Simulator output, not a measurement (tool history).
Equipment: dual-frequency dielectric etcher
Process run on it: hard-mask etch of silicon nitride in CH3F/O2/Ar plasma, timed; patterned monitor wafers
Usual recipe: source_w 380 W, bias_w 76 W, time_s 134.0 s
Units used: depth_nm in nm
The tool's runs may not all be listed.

run   hour  source_w  bias_w  time_s  read-back reference wafer on the same gauge, depth_nm  depth_nm
  1    0.0       380      76   134.0                                                  105.0     106.2
  2    8.4       380      76   134.0                                                  105.1     106.1
  3   56.7       380      76   155.0                                                  105.0     122.5
      62.3  -- gauge calibrated
  4   70.2       380      76   134.0                                                  105.0     106.5
      85.1  -- bias power generator calibrated
      99.3  -- wet clean of the chamber
     114.5  -- upper electrode replaced
  5  115.0       410      76   126.0                                                  105.0     103.1
  6  115.4       410      76   126.0                                                  105.0     103.5
  7  115.7       380      76   134.0                                                  105.1     106.2
  8  117.0       320      92   108.0                                                  105.0      87.1
  9  124.1       430      83   171.5                                                  105.0     150.7
     129.4  -- source power generator calibrated
 10  130.7       340      95   134.0                                                  104.9     112.9
 11  142.8       380      76   134.0                                                  105.0     106.4
 12  157.8       440      76   134.0                                                  105.1     114.0
     163.6  -- gauge calibrated
 13  173.2       330      84    95.0                                                  105.1      73.9
 14  202.2       310      59   173.5                                                  105.0     108.3

Here are 3 independent what-if runs from the current tool condition. What would each one return?
  A  202.7       380      76   134.0                                                      ?         ?
  B  202.7       480      76   151.0                                                      ?         ?
  C  202.7       450      61   114.5                                                      ?         ?

run  read-back reference wafer on the same gauge, depth_nm  depth_nm
  A                                                  105.0     106.1
  B                                                  105.0     133.5
  C                                                  105.0      87.5
The same runs, with their run-to-run variation unchanged, on a tool lacking any hidden condition would have given:
run  depth_nm
  A     106.1
  B     133.5
  C      87.5

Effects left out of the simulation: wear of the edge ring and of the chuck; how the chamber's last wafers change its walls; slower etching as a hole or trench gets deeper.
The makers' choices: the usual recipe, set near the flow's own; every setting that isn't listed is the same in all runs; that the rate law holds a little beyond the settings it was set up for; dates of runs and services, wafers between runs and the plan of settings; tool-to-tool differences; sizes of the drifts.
